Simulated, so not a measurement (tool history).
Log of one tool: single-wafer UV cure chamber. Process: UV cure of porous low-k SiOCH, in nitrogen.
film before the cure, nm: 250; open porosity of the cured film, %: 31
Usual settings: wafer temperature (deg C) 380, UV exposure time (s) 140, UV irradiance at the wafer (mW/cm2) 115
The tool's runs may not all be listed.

| run | day | wafer temperature (deg C) | UV exposure time (s) | UV irradiance at the wafer (mW/cm2) | wafers since the last listed run | hours since the UV bulbs were replaced | wafers since the quartz window was cleaned | loss of film thickness in the cure (%) |
|---|---|---|---|---|---|---|---|---|
| 1 | 0.000 | 380 | 140 | 115 | 0 | 1851.7 | 1047 | 11.765 |
| 2 | 3.562 | 380 | 140 | 115 | 518 | 1937.2 | 1565 | 11.944 |
| 3 | 7.529 | 380 | 140 | 115 | 577 | 2032.4 | 2143 | 11.786 |
| 4 | 9.200 | 380 | 140 | 115 | 243 | 2072.5 | 2386 | 11.481 |
|  | 9.608 | quartz window cleaned |
| 5 | 13.038 | 380 | 140 | 115 | 510 | 2164.6 | 499 | 11.669 |
| 6 | 17.492 | 380 | 140 | 115 | 648 | 2271.5 | 1147 | 11.507 |
| 7 | 19.325 | 380 | 140 | 115 | 266 | 2315.5 | 1414 | 11.275 |
| 8 | 21.275 | 380 | 140 | 115 | 283 | 2362.3 | 1698 | 11.403 |
|  | 25.229 | quartz window cleaned |
| 9 | 25.250 | 386 | 140 | 115 | 530 | 2457.7 | 3 | 11.495 |
| 10 | 27.892 | 386 | 140 | 115 | 384 | 2521.1 | 387 | 11.656 |
| 11 | 32.283 | 380 | 165 | 90 | 639 | 2626.5 | 1027 | 10.601 |
| 12 | 35.596 | 380 | 140 | 104 | 482 | 2706.0 | 1509 | 10.314 |
|  | 37.404 | UV bulbs replaced |
|  | 38.988 | quartz window cleaned |
| 13 | 39.008 | 396 | 140 | 95 | 399 | 38.5 | 3 | 12.186 |
| 14 | 40.329 | 367 | 140 | 115 | 192 | 70.2 | 195 | 12.898 |
| 15 | 43.896 | 400 | 60 | 101 | 519 | 155.8 | 714 | 8.245 |
| 16 | 45.479 | 368 | 95 | 81 | 230 | 193.8 | 945 | 8.682 |
| 17 | 47.533 | 380 | 140 | 102 | 299 | 243.1 | 1244 | 12.456 |
| 18 | 51.225 | 363 | 55 | 82 | 537 | 331.7 | 1781 | 6.159 |
| 19 | 53.325 | 380 | 140 | 115 | 305 | 382.1 | 2087 | 12.508 |
|  | 54.971 | quartz window cleaned |
| 20 | 57.033 | 380 | 60 | 115 | 491 | 471.1 | 300 | 8.256 |
| 21 | 59.196 | 366 | 95 | 149 | 314 | 523.0 | 615 | 11.868 |
| 22 | 63.225 | 397 | 205 | 115 | 586 | 619.7 | 1202 | 15.092 |
| 23 | 66.054 | 367 | 140 | 142 | 411 | 687.6 | 1614 | 13.334 |
| 24 | 67.633 | 380 | 140 | 115 | 229 | 725.5 | 1844 | 12.624 |
| 25 | 69.321 | 380 | 140 | 115 | 245 | 766.0 | 2089 | 12.524 |
|  | 71.075 | quartz window cleaned |
| 26 | 72.862 | 390 | 105 | 115 | 467 | 851.0 | 260 | 10.859 |
| 27 | 75.029 | 380 | 140 | 75 | 315 | 903.0 | 575 | 10.164 |

The tool's hidden state at each run:
transmission lost against a clean window, %: 0 in every run
H1: lamp output below its setpoint, %
| run | H1 |
|---|---|
| 1 | 23.9 |
| 2 | 25 |
| 3 | 26.2 |
| 4 | 26.7 |
| 5 | 27.8 |
| 6 | 29.2 |
| 7 | 29.7 |
| 8 | 30.3 |
| 9 | 31.5 |
| 10 | 32.3 |
| 11 | 33.6 |
| 12 | 34.6 |
| 13 | 4.47 |
| 14 | 4.86 |
| 15 | 5.93 |
| 16 | 6.41 |
| 17 | 7.02 |
| 18 | 8.13 |
| 19 | 8.76 |
| 20 | 9.87 |
| 21 | 10.5 |
| 22 | 11.7 |
| 23 | 12.6 |
| 24 | 13 |
| 25 | 13.6 |
| 26 | 14.6 |
| 27 | 15.3 |

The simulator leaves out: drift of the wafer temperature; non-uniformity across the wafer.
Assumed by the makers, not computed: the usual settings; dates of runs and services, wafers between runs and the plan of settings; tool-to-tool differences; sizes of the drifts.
